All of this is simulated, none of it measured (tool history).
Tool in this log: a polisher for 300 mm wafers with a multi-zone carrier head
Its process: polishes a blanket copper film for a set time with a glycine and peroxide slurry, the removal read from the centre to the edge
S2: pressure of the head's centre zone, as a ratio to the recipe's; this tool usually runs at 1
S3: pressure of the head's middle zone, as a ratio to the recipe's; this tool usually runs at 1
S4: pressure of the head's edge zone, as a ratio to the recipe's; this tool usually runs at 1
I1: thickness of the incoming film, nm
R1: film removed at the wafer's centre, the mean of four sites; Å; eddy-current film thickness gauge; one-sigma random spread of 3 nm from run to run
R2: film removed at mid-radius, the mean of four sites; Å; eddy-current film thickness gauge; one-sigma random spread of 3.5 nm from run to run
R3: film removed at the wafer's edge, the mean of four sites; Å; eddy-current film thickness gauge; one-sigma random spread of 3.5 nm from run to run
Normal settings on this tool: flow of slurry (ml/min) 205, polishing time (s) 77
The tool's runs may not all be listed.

{"run": 1, "hour": 0.0, "flow of slurry (ml/min)": 205, "S2": 1, "S3": 1, "S4": 1, "polishing time (s)": 77, "I1": 2356.7, "R1": 2786, "R2": 2793, "R3": 2901}
{"hour": 7.2, "done": "centre zone pressure recalibrated"}
{"run": 2, "hour": 62.6, "flow of slurry (ml/min)": 205, "S2": 1, "S3": 1, "S4": 1, "polishing time (s)": 77, "I1": 2397.8, "R1": 2686, "R2": 2720, "R3": 2700}
{"hour": 102.9, "done": "worn pad replaced by a new one"}
{"run": 3, "hour": 134.4, "flow of slurry (ml/min)": 205, "S2": 1, "S3": 1, "S4": 1, "polishing time (s)": 77, "I1": 2350, "R1": 2844, "R2": 2920, "R3": 2926}
{"hour": 148.7, "done": "slurry nozzle cleaned"}
{"run": 4, "hour": 179.8, "flow of slurry (ml/min)": 205, "S2": 1, "S3": 1, "S4": 1, "polishing time (s)": 77, "I1": 2356.4, "R1": 2819, "R2": 2827, "R3": 2870}
{"run": 5, "hour": 209.7, "flow of slurry (ml/min)": 205, "S2": 1, "S3": 1, "S4": 1, "polishing time (s)": 77, "I1": 2375.7, "R1": 2746, "R2": 2747, "R3": 2856}
{"run": 6, "hour": 243.4, "flow of slurry (ml/min)": 205, "S2": 1, "S3": 1, "S4": 1, "polishing time (s)": 77, "I1": 2341.9, "R1": 2677, "R2": 2683, "R3": 2751}
{"hour": 293.4, "done": "centre zone pressure recalibrated"}
{"hour": 301.8, "done": "worn pad replaced by a new one, of another model than before"}
{"run": 7, "hour": 313.2, "flow of slurry (ml/min)": 205, "S2": 1, "S3": 1, "S4": 1, "polishing time (s)": 77, "I1": 2353, "R1": 2889, "R2": 2939, "R3": 3004}
{"run": 8, "hour": 347.1, "flow of slurry (ml/min)": 205, "S2": 1, "S3": 1, "S4": 1, "polishing time (s)": 77, "I1": 2366.4, "R1": 2866, "R2": 2948, "R3": 2953}
{"hour": 361.8, "done": "edge zone pressure recalibrated"}
{"run": 9, "hour": 387.9, "flow of slurry (ml/min)": 205, "S2": 1, "S3": 1, "S4": 1, "polishing time (s)": 77, "I1": 2352.9, "R1": 2851, "R2": 2845, "R3": 2896}
{"hour": 393.7, "done": "carrier head's membrane replaced by a new one"}
{"run": 10, "hour": 434.8, "flow of slurry (ml/min)": 205, "S2": 1, "S3": 1, "S4": 1, "polishing time (s)": 77, "I1": 2383.9, "R1": 2648, "R2": 2736, "R3": 2812}
{"run": 11, "hour": 485.3, "flow of slurry (ml/min)": 205, "S2": 1, "S3": 1, "S4": 1, "polishing time (s)": 77, "I1": 2354.8, "R1": 2560, "R2": 2578, "R3": 2683}
{"hour": 491.5, "done": "worn pad replaced by a new one"}
{"run": 12, "hour": 533.5, "flow of slurry (ml/min)": 205, "S2": 0.96, "S3": 1, "S4": 1, "polishing time (s)": 66, "I1": 2384.2, "R1": 2413, "R2": 2428, "R3": 2549}
{"run": 13, "hour": 570.3, "flow of slurry (ml/min)": 205, "S2": 1, "S3": 1, "S4": 1, "polishing time (s)": 69, "I1": 2347.1, "R1": 2477, "R2": 2504, "R3": 2581}
{"hour": 576.6, "done": "slurry nozzle cleaned"}
{"run": 14, "hour": 624.8, "flow of slurry (ml/min)": 265, "S2": 1, "S3": 1.06, "S4": 0.92, "polishing time (s)": 77, "I1": 2364.4, "R1": 2724, "R2": 2873, "R3": 2650}
{"hour": 628.0, "done": "centre zone pressure recalibrated"}
{"run": 15, "hour": 677.5, "flow of slurry (ml/min)": 205, "S2": 0.95, "S3": 0.96, "S4": 1, "polishing time (s)": 77, "I1": 2333.3, "R1": 2416, "R2": 2389, "R3": 2549}
{"hour": 692.1, "done": "worn pad replaced by a new one"}
{"run": 16, "hour": 720.7, "flow of slurry (ml/min)": 205, "S2": 1, "S3": 1, "S4": 1, "polishing time (s)": 77, "I1": 2394.9, "R1": 2905, "R2": 2922, "R3": 2971}
{"run": 17, "hour": 757.2, "flow of slurry (ml/min)": 205, "S2": 1, "S3": 1, "S4": 1, "polishing time (s)": 77, "I1": 2336.5, "R1": 2828, "R2": 2861, "R3": 2874}
{"run": 18, "hour": 802.4, "flow of slurry (ml/min)": 250, "S2": 1, "S3": 1, "S4": 1.08, "polishing time (s)": 93, "I1": 2339.8, "R1": 3368, "R2": 3436, "R3": 3522}
{"run": 19, "hour": 869.6, "flow of slurry (ml/min)": 205, "S2": 1.08, "S3": 1.07, "S4": 0.96, "polishing time (s)": 100, "I1": 2349, "R1": 3506, "R2": 3535, "R3": 3371}
{"hour": 893.6, "done": "worn pad replaced by a new one"}
{"run": 20, "hour": 917.8, "flow of slurry (ml/min)": 205, "S2": 1.08, "S3": 1.12, "S4": 1.03, "polishing time (s)": 67, "I1": 2352.7, "R1": 2654, "R2": 2826, "R3": 2580}

What if the next run were any one of these 3? Each begins from the tool's condition after run 20:
{"run": "A", "hour": 918.2, "flow of slurry (ml/min)": 205, "S2": 1, "S3": 1.06, "S4": 1, "polishing time (s)": 77, "I1": 2344.8, "R1": "?", "R2": "?", "R3": "?"}
{"run": "B", "hour": 918.2, "flow of slurry (ml/min)": 205, "S2": 1, "S3": 0.89, "S4": 1, "polishing time (s)": 86, "I1": 2344.8, "R1": "?", "R2": "?", "R3": "?"}
{"run": "C", "hour": 918.2, "flow of slurry (ml/min)": 205, "S2": 0.94, "S3": 1, "S4": 1, "polishing time (s)": 100, "I1": 2344.8, "R1": "?", "R2": "?", "R3": "?"}

run=A R1=2933 R2=2994 R3=3024
run=B R1=3272 R2=2888 R3=3385
run=C R1=3630 R2=3702 R3=3931
With no hidden state in the tool, these same runs would have given:
run=A R1=2954 R2=3016 R3=3046
run=B R1=3295 R2=2908 R3=3409
run=C R1=3655 R2=3729 R3=3959

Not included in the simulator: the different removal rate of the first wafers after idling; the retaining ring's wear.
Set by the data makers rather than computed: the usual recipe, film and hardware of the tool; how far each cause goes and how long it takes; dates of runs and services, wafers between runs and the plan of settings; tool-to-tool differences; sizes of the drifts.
